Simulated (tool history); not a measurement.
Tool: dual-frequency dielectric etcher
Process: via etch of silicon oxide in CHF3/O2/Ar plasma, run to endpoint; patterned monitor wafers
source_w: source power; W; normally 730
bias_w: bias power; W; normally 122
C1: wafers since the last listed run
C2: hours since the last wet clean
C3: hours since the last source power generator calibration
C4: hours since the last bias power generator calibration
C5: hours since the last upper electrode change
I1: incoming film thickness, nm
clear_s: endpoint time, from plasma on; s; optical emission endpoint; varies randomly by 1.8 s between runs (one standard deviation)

{"run": 1, "hour": 0.0, "source_w": 800, "bias_w": 114, "C1": 0, "C2": 278.5, "C3": 5296, "C4": 2836.8, "C5": 3614, "I1": 565.9, "clear_s": 308.3}
{"run": 2, "hour": 12.0, "source_w": 730, "bias_w": 122, "C1": 35, "C2": 290.5, "C3": 5308, "C4": 2848.8, "C5": 3626, "I1": 567.4, "clear_s": 322.1}
{"run": 3, "hour": 28.1, "source_w": 730, "bias_w": 122, "C1": 47, "C2": 306.6, "C3": 5324.1, "C4": 2864.9, "C5": 3642.1, "I1": 568.9, "clear_s": 321.9}
{"run": 4, "hour": 38.5, "source_w": 830, "bias_w": 122, "C1": 30, "C2": 317, "C3": 5334.5, "C4": 2875.3, "C5": 3652.5, "I1": 568, "clear_s": 300.6}
{"run": 5, "hour": 49.8, "source_w": 730, "bias_w": 122, "C1": 33, "C2": 328.3, "C3": 5345.8, "C4": 2886.6, "C5": 3663.8, "I1": 568.2, "clear_s": 320.3}
{"run": 6, "hour": 63.5, "source_w": 730, "bias_w": 122, "C1": 40, "C2": 342, "C3": 5359.5, "C4": 2900.3, "C5": 3677.5, "I1": 568.2, "clear_s": 322.3}
{"run": 7, "hour": 73.7, "source_w": 730, "bias_w": 122, "C1": 30, "C2": 352.2, "C3": 5369.7, "C4": 2910.5, "C5": 3687.7, "I1": 567.4, "clear_s": 321.8}
{"run": 8, "hour": 88.2, "source_w": 830, "bias_w": 138, "C1": 43, "C2": 366.7, "C3": 5384.2, "C4": 2925, "C5": 3702.2, "I1": 569.9, "clear_s": 297.1}
{"run": 9, "hour": 94.3, "source_w": 770, "bias_w": 122, "C1": 18, "C2": 372.8, "C3": 5390.3, "C4": 2931.1, "C5": 3708.3, "I1": 574.6, "clear_s": 321.4}
{"run": 10, "hour": 101.8, "source_w": 770, "bias_w": 122, "C1": 22, "C2": 380.3, "C3": 5397.8, "C4": 2938.6, "C5": 3715.8, "I1": 568.3, "clear_s": 316.1}
{"run": 11, "hour": 117.8, "source_w": 620, "bias_w": 105, "C1": 47, "C2": 396.3, "C3": 5413.8, "C4": 2954.6, "C5": 3731.8, "I1": 567, "clear_s": 362.6}
{"run": 12, "hour": 127.8, "source_w": 820, "bias_w": 122, "C1": 29, "C2": 406.3, "C3": 5423.8, "C4": 2964.6, "C5": 3741.8, "I1": 560.2, "clear_s": 300}
{"run": 13, "hour": 138.3, "source_w": 730, "bias_w": 132, "C1": 31, "C2": 416.8, "C3": 5434.3, "C4": 2975.1, "C5": 3752.3, "I1": 567.8, "clear_s": 320.6}
{"run": 14, "hour": 151.9, "source_w": 820, "bias_w": 135, "C1": 40, "C2": 430.4, "C3": 5447.9, "C4": 2988.7, "C5": 3765.9, "I1": 564.9, "clear_s": 300.8}
{"run": 15, "hour": 169.0, "source_w": 850, "bias_w": 122, "C1": 50, "C2": 447.5, "C3": 5465, "C4": 3005.8, "C5": 3783, "I1": 573.6, "clear_s": 305.6}
{"run": 16, "hour": 179.1, "source_w": 810, "bias_w": 151, "C1": 29, "C2": 457.6, "C3": 5475.1, "C4": 3015.9, "C5": 3793.1, "I1": 566.7, "clear_s": 294.7}
{"run": 17, "hour": 187.7, "source_w": 780, "bias_w": 96, "C1": 25, "C2": 466.2, "C3": 5483.7, "C4": 3024.5, "C5": 3801.7, "I1": 569.3, "clear_s": 333.8}
{"hour": 216.0, "done": "bias power generator calibrated"}
{"hour": 226.7, "done": "wet clean of the chamber"}
{"run": 18, "hour": 227.2, "source_w": 630, "bias_w": 152, "C1": 73, "C2": 0.5, "C3": 5523.2, "C4": 11.2, "C5": 3841.2, "I1": 569.2, "clear_s": 317.2}
{"run": 19, "hour": 227.6, "source_w": 820, "bias_w": 135, "C1": 1, "C2": 0.9, "C3": 5523.6, "C4": 11.6, "C5": 3841.6, "I1": 569.9, "clear_s": 290.4}
{"run": 20, "hour": 229.1, "source_w": 550, "bias_w": 143, "C1": 4, "C2": 2.4, "C3": 5525.1, "C4": 13.1, "C5": 3843.1, "I1": 569.1, "clear_s": 341}
{"run": 21, "hour": 247.1, "source_w": 640, "bias_w": 138, "C1": 53, "C2": 20.4, "C3": 5543.1, "C4": 31.1, "C5": 3861.1, "I1": 571.4, "clear_s": 326.7}
{"hour": 271.7, "done": "upper electrode replaced"}
{"hour": 274.5, "done": "source power generator calibrated"}
{"run": 22, "hour": 275.0, "source_w": 590, "bias_w": 122, "C1": 3, "C2": 48.3, "C3": 0.5, "C4": 59, "C5": 3.3, "I1": 567.1, "clear_s": 350.4}

For run 23, what comes out?
{"run": 23, "hour": 275.4, "source_w": 620, "bias_w": 105, "C1": 1, "C2": 48.7, "C3": 0.9, "C4": 59.4, "C5": 3.7, "I1": 570.8, "clear_s": "?"}

{"run 23": {"clear_s": 350}}
Had the tool carried no hidden state, the very same run would have given clear_s 348.3 s.
